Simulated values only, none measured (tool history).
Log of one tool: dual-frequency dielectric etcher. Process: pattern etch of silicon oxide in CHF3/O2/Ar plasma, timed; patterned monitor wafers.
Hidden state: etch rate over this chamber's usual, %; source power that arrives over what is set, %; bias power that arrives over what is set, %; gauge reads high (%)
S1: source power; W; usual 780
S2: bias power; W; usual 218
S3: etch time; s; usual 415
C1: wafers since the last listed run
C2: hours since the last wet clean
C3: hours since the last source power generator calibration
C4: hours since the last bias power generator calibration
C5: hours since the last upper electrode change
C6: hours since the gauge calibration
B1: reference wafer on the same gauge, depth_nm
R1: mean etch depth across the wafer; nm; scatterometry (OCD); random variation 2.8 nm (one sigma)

{"run": 1, "day": 0.0, "S1": 900, "S2": 218, "S3": 415, "C1": 0, "C2": 458.5, "C3": 3958, "C4": 970.9, "C5": 4170.6, "C6": 733.9, "B1": 1190.8, "R1": 1121.3}
{"day": 0.558, "done": "wet clean of the chamber"}
{"run": 2, "day": 2.45, "S1": 780, "S2": 218, "S3": 477, "C1": 120, "C2": 45.4, "C3": 4016.8, "C4": 1029.7, "C5": 4229.4, "C6": 792.7, "B1": 1189.4, "R1": 1194.5}
{"run": 3, "day": 5.192, "S1": 780, "S2": 218, "S3": 477, "C1": 175, "C2": 111.2, "C3": 4082.6, "C4": 1095.5, "C5": 4295.2, "C6": 858.5, "B1": 1190.4, "R1": 1196.6}
{"run": 4, "day": 8.162, "S1": 780, "S2": 218, "S3": 415, "C1": 190, "C2": 182.5, "C3": 4153.9, "C4": 1166.8, "C5": 4366.5, "C6": 929.8, "B1": 1190.1, "R1": 1047.7}
{"run": 5, "day": 10.0, "S1": 780, "S2": 218, "S3": 415, "C1": 117, "C2": 226.6, "C3": 4198, "C4": 1210.9, "C5": 4410.6, "C6": 973.9, "B1": 1190.1, "R1": 1046.7}
{"run": 6, "day": 12.442, "S1": 780, "S2": 218, "S3": 453, "C1": 156, "C2": 285.2, "C3": 4256.6, "C4": 1269.5, "C5": 4469.2, "C6": 1032.5, "B1": 1189.9, "R1": 1153.8}
{"day": 15.038, "done": "upper electrode replaced"}
{"day": 19.412, "done": "gauge calibrated"}
{"day": 21.117, "done": "wet clean of the chamber"}
{"run": 7, "day": 21.192, "S1": 780, "S2": 257, "S3": 415, "C1": 431, "C2": 1.8, "C3": 4466.6, "C4": 1479.5, "C5": 147.7, "C6": 42.7, "B1": 1190.6, "R1": 1114.8}
{"run": 8, "day": 23.521, "S1": 780, "S2": 218, "S3": 415, "C1": 148, "C2": 57.7, "C3": 4522.5, "C4": 1535.4, "C5": 203.6, "C6": 98.6, "B1": 1190.4, "R1": 1051}
{"day": 25.846, "done": "source power generator calibrated"}
{"run": 9, "day": 26.167, "S1": 890, "S2": 201, "S3": 473, "C1": 158, "C2": 121.2, "C3": 7.7, "C4": 1598.9, "C5": 267.1, "C6": 162.1, "B1": 1189.4, "R1": 1217.4}
{"run": 10, "day": 28.346, "S1": 780, "S2": 218, "S3": 415, "C1": 139, "C2": 173.5, "C3": 60, "C4": 1651.2, "C5": 319.4, "C6": 214.4, "B1": 1190.1, "R1": 1059.8}
{"day": 28.771, "done": "bias power generator calibrated"}
{"run": 11, "day": 30.796, "S1": 910, "S2": 256, "S3": 378, "C1": 146, "C2": 232.3, "C3": 118.8, "C4": 48.6, "C5": 378.2, "C6": 273.2, "B1": 1189.6, "R1": 1077.3}
{"run": 12, "day": 38.408, "S1": 630, "S2": 218, "S3": 340, "C1": 486, "C2": 415, "C3": 301.5, "C4": 231.3, "C5": 560.9, "C6": 455.9, "B1": 1189.2, "R1": 790.7}
{"day": 39.692, "done": "wet clean of the chamber"}
{"run": 13, "day": 39.992, "S1": 600, "S2": 189, "S3": 353.5, "C1": 37, "C2": 7.2, "C3": 339.5, "C4": 269.3, "C5": 598.9, "C6": 493.9, "B1": 1189.5, "R1": 751.8}
{"run": 14, "day": 42.858, "S1": 910, "S2": 195, "S3": 516.5, "C1": 183, "C2": 76, "C3": 408.3, "C4": 338.1, "C5": 667.7, "C6": 562.7, "B1": 1188.8, "R1": 1315.9}
{"run": 15, "day": 45.6, "S1": 620, "S2": 245, "S3": 477, "C1": 175, "C2": 141.8, "C3": 474.1, "C4": 403.9, "C5": 733.5, "C6": 628.5, "B1": 1189.8, "R1": 1145.2}

Forecast each of these 5 alternatives for the next run:
{"run": "A", "day": 45.621, "S1": 780, "S2": 218, "S3": 415, "C1": 1, "C2": 142.3, "C3": 474.6, "C4": 404.4, "C5": 734, "C6": 629, "B1": "?", "R1": "?"}
{"run": "B", "day": 45.621, "S1": 630, "S2": 255, "S3": 512, "C1": 1, "C2": 142.3, "C3": 474.6, "C4": 404.4, "C5": 734, "C6": 629, "B1": "?", "R1": "?"}
{"run": "C", "day": 45.621, "S1": 840, "S2": 257, "S3": 307, "C1": 1, "C2": 142.3, "C3": 474.6, "C4": 404.4, "C5": 734, "C6": 629, "B1": "?", "R1": "?"}
{"run": "D", "day": 45.621, "S1": 930, "S2": 266, "S3": 337.5, "C1": 1, "C2": 142.3, "C3": 474.6, "C4": 404.4, "C5": 734, "C6": 629, "B1": "?", "R1": "?"}
{"run": "E", "day": 45.621, "S1": 910, "S2": 198, "S3": 415, "C1": 1, "C2": 142.3, "C3": 474.6, "C4": 404.4, "C5": 734, "C6": 629, "B1": "?", "R1": "?"}

run=A B1=1189.5 R1=1042.7
run=B B1=1189.5 R1=1259.3
run=C B1=1189.5 R1=848.2
run=D B1=1189.5 R1=983.8
run=E B1=1189.5 R1=1067.2
Without the tool's hidden state the same runs would have given:
run=A R1=1028.1
run=B R1=1241.3
run=C R1=836.1
run=D R1=969.8
run=E R1=1052.4

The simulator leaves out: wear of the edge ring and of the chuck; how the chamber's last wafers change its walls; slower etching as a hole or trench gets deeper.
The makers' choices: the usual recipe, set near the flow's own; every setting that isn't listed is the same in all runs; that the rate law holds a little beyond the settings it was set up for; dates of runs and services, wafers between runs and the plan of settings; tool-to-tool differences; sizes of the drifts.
